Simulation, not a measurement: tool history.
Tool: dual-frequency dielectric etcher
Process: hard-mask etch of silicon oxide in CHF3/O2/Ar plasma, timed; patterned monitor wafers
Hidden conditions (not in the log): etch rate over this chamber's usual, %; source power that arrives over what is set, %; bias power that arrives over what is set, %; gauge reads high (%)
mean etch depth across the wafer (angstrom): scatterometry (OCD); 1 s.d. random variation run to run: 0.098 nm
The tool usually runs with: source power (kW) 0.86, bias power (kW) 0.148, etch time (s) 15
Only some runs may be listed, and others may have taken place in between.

run,day,source power (kW),bias power (kW),etch time (s),wafers since the last listed run,hours since the last wet clean,hours since the last source power generator calibration,hours since the last bias power generator calibration,hours since the last upper electrode change,hours since the gauge calibration,"read-back reference wafer on the same gauge, depth_nm",mean etch depth across the wafer (angstrom)
1,0,0.86,0.128,16.5,0,52.3,109.2,3122.4,0.5,256,27.81,340.4
2,0.546,0.86,0.128,16.5,175,65.4,122.3,3135.5,13.6,269.1,27.79,341.6
3,1.275,0.86,0.128,16.5,234,82.9,139.8,3153,31.1,286.6,27.79,343.5
4,2.267,0.86,0.148,15,319,106.7,163.6,3176.8,54.9,310.4,27.81,324
5,3.467,0.86,0.148,15,386,135.5,192.4,3205.6,83.7,339.2,27.79,324
6,4.838,0.86,0.148,15,441,168.4,225.3,3238.5,116.6,372.1,27.8,324.8
7,5.383,0.86,0.148,15,175,181.5,238.4,3251.6,129.7,385.2,27.81,323.9
8,6.133,0.67,0.128,16.5,241,199.5,256.4,3269.6,147.7,403.2,27.8,303.8
9,6.925,0.86,0.171,12.5,254,218.5,275.4,3288.6,166.7,422.2,27.8,283.4
10,7.938,0.76,0.148,15,325,242.8,299.7,3312.9,191,446.5,27.81,306.3
11,9.112,1.05,0.148,13,378,271,327.9,3341.1,219.2,474.7,27.8,307.5
12,9.775,0.86,0.148,15,213,286.9,343.8,3357,235.1,490.6,27.78,323.2
13,10.521,0.95,0.172,15,240,304.8,361.7,3374.9,253,508.5,27.8,353.9
14,14.525,0.93,0.148,14,1288,400.9,457.8,3471,349.1,604.6,27.79,315.7
15,15.512,0.73,0.122,17,317,424.6,481.5,3494.7,372.8,628.3,27.8,326.5
16,16.483,0.86,0.148,15,312,447.9,504.8,3518,396.1,651.6,27.81,326.1
# day 17.058: gauge calibrated
# day 17.421: bias power generator calibrated
17,17.508,0.68,0.148,15,276,472.5,529.4,2.1,420.7,10.8,27.79,295.2
18,18.421,0.86,0.148,12.5,293,494.4,551.3,24,442.6,32.7,27.78,272.2
19,19.704,0.94,0.148,18,412,525.2,582.1,54.8,473.4,63.5,27.79,407.4
20,20.329,1.06,0.179,18,201,540.2,597.1,69.8,488.4,78.5,27.8,458.3
# day 22.208: wet clean of the chamber
21,22.229,0.94,0.136,19,289,0.5,642.7,115.4,534,124.1,27.79,416.9
22,22.242,0.86,0.148,15,4,0.8,643,115.7,534.3,124.4,27.78,323.1
23,23.462,0.86,0.148,15,392,30.1,672.3,145,563.6,153.7,27.79,322.2
24,23.996,0.79,0.126,16.5,171,42.9,685.1,157.8,576.4,166.5,27.77,326.8
25,25.225,0.86,0.16,17,395,72.4,714.6,187.3,605.9,196,27.81,373.6
26,26.067,0.86,0.148,15,270,92.6,734.8,207.5,626.1,216.2,27.8,323.2
27,27.558,0.86,0.148,15,480,128.4,770.6,243.3,661.9,252,27.8,325
28,28.462,1.02,0.148,13,290,150.1,792.3,265,683.6,273.7,27.78,303.5
29,29.55,0.86,0.128,16.5,349,176.2,818.4,291.1,709.7,299.8,27.81,340.6
30,30.588,0.99,0.171,15,333,201.1,843.3,316,734.6,324.7,27.8,359.6

Pick out some run-to-run changes in mean etch depth across the wafer (angstrom). Of each, how much would a tool without hidden state show as well, from the settings, what came in and chance, and how much is left for the hidden state and any gauge scatter not in both results compared?
Run 18 -> 19: source power (kW) 0.86 -> 0.94, etch time (s) 12.5 -> 18. mean etch depth across the wafer (angstrom) +135.2: hidden state +2.4, all else +132.8.
Run 19 -> 20: source power (kW) 0.94 -> 1.06, bias power (kW) 0.148 -> 0.179. mean etch depth across the wafer (angstrom) +50.9: hidden state +1, all else +49.9.
Run 20 -> 21: source power (kW) 1.06 -> 0.94, bias power (kW) 0.179 -> 0.136, etch time (s) 18 -> 19, wet clean of the chamber. mean etch depth across the wafer (angstrom) -41.4: hidden state -7.6, all else -33.8.
Run 21 -> 22: source power (kW) 0.94 -> 0.86, bias power (kW) 0.136 -> 0.148, etch time (s) 19 -> 15. mean etch depth across the wafer (angstrom) -93.8: hidden state +0.1, all else -93.9.
